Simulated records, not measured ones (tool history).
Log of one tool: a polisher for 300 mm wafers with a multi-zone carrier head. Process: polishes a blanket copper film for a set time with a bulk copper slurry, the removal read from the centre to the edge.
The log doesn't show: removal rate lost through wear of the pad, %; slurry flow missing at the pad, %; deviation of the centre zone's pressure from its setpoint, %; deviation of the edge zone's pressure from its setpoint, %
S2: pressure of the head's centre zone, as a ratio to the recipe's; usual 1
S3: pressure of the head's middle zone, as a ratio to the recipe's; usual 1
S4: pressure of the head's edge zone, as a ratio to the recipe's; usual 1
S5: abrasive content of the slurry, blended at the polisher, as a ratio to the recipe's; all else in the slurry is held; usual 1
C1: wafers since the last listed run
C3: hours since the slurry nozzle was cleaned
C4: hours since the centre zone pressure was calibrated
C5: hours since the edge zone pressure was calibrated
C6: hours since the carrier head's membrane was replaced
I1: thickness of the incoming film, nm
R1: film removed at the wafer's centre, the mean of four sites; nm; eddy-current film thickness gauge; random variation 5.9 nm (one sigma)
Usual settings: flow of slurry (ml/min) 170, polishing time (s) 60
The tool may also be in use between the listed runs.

run 1 hour=0 | flow_of_slurry_(ml/min)=170 S2=1 S3=0.93 S4=1 S5=1 polishing_time_(s)=60 | C1=0 wafers_polished_on_this_pad=645 C3=231.1 C4=387.7 C5=120.3 C6=771.6 | I1=3354.4 | R1=634.8
-- hour=12.5 worn pad replaced by a new one
run 2 hour=16.4 | flow_of_slurry_(ml/min)=170 S2=1 S3=1 S4=1.1 S5=1 polishing_time_(s)=60 | C1=88 wafers_polished_on_this_pad=28 C3=247.5 C4=404.1 C5=136.7 C6=788 | I1=3265.3 | R1=634.9
run 3 hour=32.4 | flow_of_slurry_(ml/min)=170 S2=1 S3=1 S4=1.1 S5=1 polishing_time_(s)=60 | C1=114 wafers_polished_on_this_pad=142 C3=263.5 C4=420.1 C5=152.7 C6=804 | I1=3344.4 | R1=643.7
run 4 hour=40.8 | flow_of_slurry_(ml/min)=170 S2=1 S3=1 S4=1 S5=1 polishing_time_(s)=60 | C1=59 wafers_polished_on_this_pad=202 C3=271.9 C4=428.5 C5=161.1 C6=812.4 | I1=3350.8 | R1=634.5
run 5 hour=47.7 | flow_of_slurry_(ml/min)=170 S2=1 S3=1 S4=1 S5=1 polishing_time_(s)=60 | C1=49 wafers_polished_on_this_pad=251 C3=278.8 C4=435.4 C5=168 C6=819.3 | I1=3353.1 | R1=644.9
run 6 hour=58.4 | flow_of_slurry_(ml/min)=170 S2=1 S3=1 S4=1 S5=1 polishing_time_(s)=60 | C1=76 wafers_polished_on_this_pad=327 C3=289.5 C4=446.1 C5=178.7 C6=830 | I1=3272.7 | R1=629.6
run 7 hour=75.9 | flow_of_slurry_(ml/min)=170 S2=1 S3=1 S4=1 S5=1 polishing_time_(s)=60 | C1=124 wafers_polished_on_this_pad=452 C3=307 C4=463.6 C5=196.2 C6=847.5 | I1=3291.8 | R1=634.1
-- hour=80.7 centre zone pressure recalibrated
run 8 hour=82.6 | flow_of_slurry_(ml/min)=170 S2=1 S3=1 S4=1 S5=1 polishing_time_(s)=60 | C1=33 wafers_polished_on_this_pad=486 C3=313.7 C4=1.9 C5=202.9 C6=854.2 | I1=3265 | R1=648.1
run 9 hour=99.9 | flow_of_slurry_(ml/min)=170 S2=1 S3=1 S4=1.11 S5=1.1 polishing_time_(s)=60 | C1=123 wafers_polished_on_this_pad=609 C3=331 C4=19.2 C5=220.2 C6=871.5 | I1=3269.1 | R1=647.1
run 10 hour=115 | flow_of_slurry_(ml/min)=170 S2=1.08 S3=1 S4=1 S5=1 polishing_time_(s)=60 | C1=107 wafers_polished_on_this_pad=717 C3=346.1 C4=34.3 C5=235.3 C6=886.6 | I1=3315.2 | R1=703.2
run 11 hour=123.3 | flow_of_slurry_(ml/min)=215 S2=1.05 S3=1 S4=1 S5=1 polishing_time_(s)=60 | C1=59 wafers_polished_on_this_pad=776 C3=354.4 C4=42.6 C5=243.6 C6=894.9 | I1=3294.9 | R1=688.4
run 12 hour=131.4 | flow_of_slurry_(ml/min)=170 S2=1 S3=1 S4=0.93 S5=1 polishing_time_(s)=60 | C1=57 wafers_polished_on_this_pad=834 C3=362.5 C4=50.7 C5=251.7 C6=903 | I1=3267.2 | R1=637.4
-- hour=137.2 worn pad replaced by a new one
-- hour=157.3 slurry nozzle cleaned
-- hour=165.2 edge zone pressure recalibrated
run 13 hour=172.1 | flow_of_slurry_(ml/min)=150 S2=1 S3=1 S4=1 S5=1 polishing_time_(s)=60 | C1=240 wafers_polished_on_this_pad=227 C3=14.8 C4=91.4 C5=6.9 C6=943.7 | I1=3273.9 | R1=620.4
-- hour=182.4 carrier head's membrane replaced by a new one
run 14 hour=183.9 | flow_of_slurry_(ml/min)=170 S2=1 S3=1 S4=1 S5=1 polishing_time_(s)=60 | C1=48 wafers_polished_on_this_pad=276 C3=26.6 C4=103.2 C5=18.7 C6=1.5 | I1=3299.6 | R1=648.1
run 15 hour=198.9 | flow_of_slurry_(ml/min)=145 S2=1.04 S3=1 S4=1 S5=1 polishing_time_(s)=60 | C1=107 wafers_polished_on_this_pad=383 C3=41.6 C4=118.2 C5=33.7 C6=16.5 | I1=3283.2 | R1=655.7
run 16 hour=215.8 | flow_of_slurry_(ml/min)=200 S2=1 S3=1 S4=0.94 S5=1 polishing_time_(s)=60 | C1=120 wafers_polished_on_this_pad=503 C3=58.5 C4=135.1 C5=50.6 C6=33.4 | I1=3326.6 | R1=651.9
run 17 hour=231.4 | flow_of_slurry_(ml/min)=170 S2=1 S3=1 S4=1.1 S5=1 polishing_time_(s)=60 | C1=111 wafers_polished_on_this_pad=615 C3=74.1 C4=150.7 C5=66.2 C6=49 | I1=3359.7 | R1=646.2

Forecast each of these 4 alternatives for the next run:
run A hour=231.8 | flow_of_slurry_(ml/min)=170 S2=1 S3=1 S4=1 S5=1 polishing_time_(s)=60 | C1=2 wafers_polished_on_this_pad=617 C3=74.5 C4=151.1 C5=66.6 C6=49.4 | I1=3252 | R1=?
run B hour=231.8 | flow_of_slurry_(ml/min)=170 S2=0.96 S3=1 S4=1 S5=1.15 polishing_time_(s)=60 | C1=2 wafers_polished_on_this_pad=617 C3=74.5 C4=151.1 C5=66.6 C6=49.4 | I1=3252 | R1=?
run C hour=231.8 | flow_of_slurry_(ml/min)=155 S2=1 S3=1.05 S4=1.04 S5=1 polishing_time_(s)=60 | C1=2 wafers_polished_on_this_pad=617 C3=74.5 C4=151.1 C5=66.6 C6=49.4 | I1=3252 | R1=?
run D hour=231.8 | flow_of_slurry_(ml/min)=170 S2=0.89 S3=1 S4=0.92 S5=1 polishing_time_(s)=44 | C1=2 wafers_polished_on_this_pad=617 C3=74.5 C4=151.1 C5=66.6 C6=49.4 | I1=3252 | R1=?

run=A R1=634.3
run=B R1=622.7
run=C R1=626
run=D R1=417.1
Without the tool's hidden state the same runs would have given:
run=A R1=634.3
run=B R1=622.7
run=C R1=626
run=D R1=417.1
